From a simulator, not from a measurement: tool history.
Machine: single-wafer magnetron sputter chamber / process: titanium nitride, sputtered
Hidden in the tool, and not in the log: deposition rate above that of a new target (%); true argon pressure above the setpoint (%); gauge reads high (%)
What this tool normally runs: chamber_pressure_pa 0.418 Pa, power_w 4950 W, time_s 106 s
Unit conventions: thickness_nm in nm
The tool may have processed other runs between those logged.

run     day  chamber_pressure_pa  power_w  time_s  wafers since the last listed run  wafers on the sputter target  hours since the last manometer calibration  hours since the magnet pack was replaced  hours since the gauge calibration  read-back reference wafer on the same gauge, thickness_nm  thickness_nm
  1       0                0.418     4950      97                                 0                          5652                                      2346.6                                    7891.9                               84.2                                                    103.178        86.544
  2   0.579                0.418     4950      97                               199                          5851                                      2360.5                                    7905.8                               98.1                                                    103.052        86.444
      1.371  -- sputter target and shields replaced
  3   1.392                0.418     4950      97                               164                             6                                        2380                                    7925.3                              117.6                                                    103.087        87.097
  4    1.85                0.418     4950     106                               157                           164                                        2391                                    7936.3                              128.6                                                    103.117        94.994
  5   2.717                0.418     4950     106                               298                           462                                      2411.8                                    7957.1                              149.4                                                    103.137        95.006
  6   4.212                  0.3     4950     115                               514                           977                                      2447.7                                      7993                              185.3                                                    103.183       106.196
  7   5.688                0.418     4950     106                               507                          1484                                      2483.1                                    8028.4                              220.7                                                    103.083        94.901
  8  10.058                0.418     4950     106                              1503                          2988                                        2588                                    8133.3                              325.6                                                    103.089        94.694
  9  11.371                0.454     4050     106                               451                          3439                                      2619.5                                    8164.8                              357.1                                                    103.132         82.76
 10  11.971                0.454     4050     106                               206                          3646                                      2633.9                                    8179.2                              371.5                                                    103.073        82.522
 11  12.704                0.418     4950     106                               252                          3898                                      2651.5                                    8196.8                              389.1                                                    103.099        94.444
 12  13.675                0.418     4950     106                               333                          4232                                      2674.8                                    8220.1                              412.4                                                    103.135        94.557
 13  14.458                0.478     4950     106                               269                          4501                                      2693.6                                    8238.9                              431.2                                                    103.054        93.211
     14.575  -- gauge calibrated
 14  16.112                0.478     4950     106                               569                          5070                                      2733.3                                    8278.6                               36.9                                                    103.061        93.258
     17.062  -- capacitance manometer re-zeroed and calibrated
 15  17.083                0.418     4950     106                               219                          5290                                         0.5                                    8301.9                               60.2                                                    103.106        94.272
 16  17.283                0.418     4950     106                                68                          5358                                         5.3                                    8306.7                                 65                                                    103.059        94.478
 17  18.625                0.256     4600     106                               461                          5820                                        37.5                                    8338.9                               97.2                                                    103.147        93.779
     19.275  -- magnet pack replaced
     19.721  -- sputter target and shields replaced
 18  22.646                0.337     4150     106                              1153                          1006                                         134                                      80.9                              193.7                                                    103.084          86.8
 19  23.654                0.325     5950     100                               346                          1353                                       158.2                                     105.1                              217.9                                                    103.073       103.673
 20  24.617                0.317     4950     106                               331                          1684                                       181.3                                     128.2                                241                                                     103.09        97.193
 21  25.421                0.418     4950     126                               276                          1961                                       200.6                                     147.5                              260.3                                                    103.101       113.048
 22  26.008                0.286     3900     106                               202                          2163                                       214.7                                     161.6                              274.4                                                     103.12        84.411
 23  26.738                0.418     4950     106                               250                          2414                                       232.2                                     179.1                              291.9                                                    103.095        94.625
 24  27.925                0.281     6000     125                               408                          2822                                       260.7                                     207.6                              320.4                                                    103.112       131.181
 25  29.033                0.418     4950     106                               381                          3204                                       287.3                                     234.2                                347                                                    103.104        94.568
 26  29.912                0.272     4950     106                               302                          3506                                       308.4                                     255.3                              368.1                                                    103.127         98.34
 27  30.725                0.316     4450      94                               279                          3785                                       327.9                                     274.8                              387.6                                                    103.077        80.523
 28  31.838                0.568     4250     106                               382                          4168                                       354.6                                     301.5                              414.3                                                    103.168        82.618

Hidden state at the last listed run before each entry between runs and at the first one after, where it differs:
Runs 2 to 3: sputter target and shields replaced (day 1.371)
  deposition rate above that of a new target (%): -0.899 -> -0.0904
  measured result minus the result with no hidden state, thickness_nm: -0.783 -> -0.079 nm
Runs 13 to 14: gauge calibrated (day 14.575)
  deposition rate above that of a new target (%): -0.848 -> -0.876
  measured result minus the result with no hidden state, thickness_nm: -0.797 -> -0.824 nm
Runs 14 to 15: capacitance manometer re-zeroed and calibrated (day 17.062)
  deposition rate above that of a new target (%): -0.876 -> -0.889
  measured result minus the result with no hidden state, thickness_nm: -0.824 -> -0.846 nm
Runs 17 to 18: magnet pack replaced (day 19.275); sputter target and shields replaced (day 19.721)
  deposition rate above that of a new target (%): -0.907 -> -0.404
  measured result minus the result with no hidden state, thickness_nm: -0.858 -> -0.353 nm
